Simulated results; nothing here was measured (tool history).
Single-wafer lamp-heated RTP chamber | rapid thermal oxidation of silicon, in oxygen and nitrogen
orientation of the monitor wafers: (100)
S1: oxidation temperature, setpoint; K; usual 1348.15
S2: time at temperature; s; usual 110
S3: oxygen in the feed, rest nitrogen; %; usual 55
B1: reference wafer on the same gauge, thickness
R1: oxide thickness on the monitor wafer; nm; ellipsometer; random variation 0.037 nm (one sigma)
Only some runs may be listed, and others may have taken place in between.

run     day       S1   S2  S3     B1      R1
  1   0.000  1348.15  140  37  7.604   9.123
  2   0.700  1348.15  140  37  7.622   9.142
  3   2.354  1348.15  140  37  7.601   9.122
  4   2.833  1339.15  110  55  7.610   8.876
  5   3.179  1339.15  110  55  7.603   8.918
  6   3.496  1339.15  110  55  7.603   8.885
  7   3.979  1360.15   99  55  7.601   9.775
  8   4.592  1360.15   99  55  7.608   9.857
  9   5.275  1360.15   99  55  7.619   9.749
 10   5.788  1354.15  110  55  7.585   9.852
 11   6.392  1354.15  110  55  7.606   9.837
 12   7.696  1354.15  110  55  7.595   9.913
 13   7.992  1348.15  110  65  7.609  10.035
 14   8.712  1364.15  110  55  7.602  10.429
      9.171  -- pyrometer window cleaned and pyrometer calibrated
 15   9.321  1348.15  110  55  7.597   9.472
 16   9.779  1348.15  110  55  7.600   9.454
 17  10.042  1366.15  110  55  7.591  10.653
 18  10.654  1364.15  110  32  7.616   8.670
 19  11.125  1362.15   62  77  7.609   8.992
 20  11.596  1348.15  110  38  7.593   8.255
     12.596  -- gauge calibrated
 21  12.862  1373.15  128  82  7.587  13.869
 22  13.121  1348.15  110  55  7.611   9.472
 23  14.767  1332.15  127  32  7.585   7.453
     15.300  -- oxygen flow controller replaced
 24  15.321  1348.15  110  55  7.589   9.483
 25  15.750  1364.15  160  33  7.604  10.322
 26  16.058  1367.15  110  70  7.593  11.721
 27  16.508  1318.15   80  45  7.605   6.250
 28  16.796  1348.15  110  55  7.607   9.457
 29  17.388  1348.15   72  67  7.604   8.378
 30  18.221  1336.15   66  72  7.595   7.674
 31  18.767  1348.15  110  55  7.597   9.518
     19.433  -- pyrometer window cleaned and pyrometer calibrated
 32  19.454  1348.15   80  55  7.591   8.217
 33  19.958  1348.15  110  71  7.594  10.392

Run-by-run hidden state of the tool:
true wafer temperature minus pyrometer reading, K: 0 in every run
deviation of the oxygen flow from its setpoint, %: 0 in every run
gauge reads high (%): 0 in every run
